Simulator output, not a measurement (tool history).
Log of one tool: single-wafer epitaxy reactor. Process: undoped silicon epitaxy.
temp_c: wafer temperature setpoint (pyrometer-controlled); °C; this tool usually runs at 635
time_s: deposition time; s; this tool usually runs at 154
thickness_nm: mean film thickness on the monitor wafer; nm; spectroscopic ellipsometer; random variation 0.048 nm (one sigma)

| run | hour | temp_c | time_s | wafers since the last listed run | hours since the last pyrometer calibration | hours since the gauge calibration | read-back reference wafer on the same gauge, thickness_nm | thickness_nm |
|---|---|---|---|---|---|---|---|---|
| 1 | 0 | 635 | 154 | 0 | 788.5 | 439.2 | 17.4 | 18.584 |
| 2 | 23.3 | 635 | 154 | 190 | 811.8 | 462.5 | 17.404 | 18.541 |
| 3 | 36.6 | 635 | 154 | 108 | 825.1 | 475.8 | 17.395 | 18.569 |
| 4 | 57.6 | 643 | 164 | 171 | 846.1 | 496.8 | 17.404 | 23.107 |
| 5 | 79.8 | 635 | 154 | 181 | 868.3 | 519 | 17.402 | 18.56 |
| 6 | 92.7 | 635 | 140 | 105 | 881.2 | 531.9 | 17.418 | 16.772 |
| 7 | 111.5 | 635 | 140 | 153 | 900 | 550.7 | 17.389 | 16.841 |
| 8 | 126.7 | 635 | 140 | 123 | 915.2 | 565.9 | 17.398 | 16.887 |
| 9 | 152.9 | 635 | 154 | 213 | 941.4 | 592.1 | 17.412 | 18.516 |
| 10 | 188 | 635 | 154 | 286 | 976.5 | 627.2 | 17.394 | 18.53 |
|  | 211.4 | gauge calibrated |
| 11 | 217.6 | 635 | 154 | 241 | 1006.1 | 6.2 | 17.387 | 18.587 |
| 12 | 308.4 | 635 | 154 | 740 | 1096.9 | 97 | 17.396 | 18.53 |
| 13 | 323.5 | 631 | 140 | 123 | 1112 | 112.1 | 17.395 | 15.577 |
|  | 337.5 | pyrometer calibrated |
| 14 | 344.8 | 635 | 154 | 108 | 7.3 | 133.4 | 17.388 | 18.569 |
| 15 | 374.6 | 649 | 174 | 243 | 37.1 | 163.2 | 17.4 | 27.606 |
| 16 | 402.6 | 620 | 130 | 228 | 65.1 | 191.2 | 17.396 | 11.601 |
| 17 | 417.6 | 649 | 162 | 122 | 80.1 | 206.2 | 17.41 | 25.695 |

The next listed run, before its measurement:
| 18 | 431.6 | 625 | 172 | 114 | 94.1 | 220.2 | ? | ? |

Run 18 yielded read-back reference wafer on the same gauge, thickness_nm 17.419, thickness_nm 16.88 nm.
On a tool with no hidden condition, and with the same random variation, this run would have come out at thickness_nm 16.88 nm.
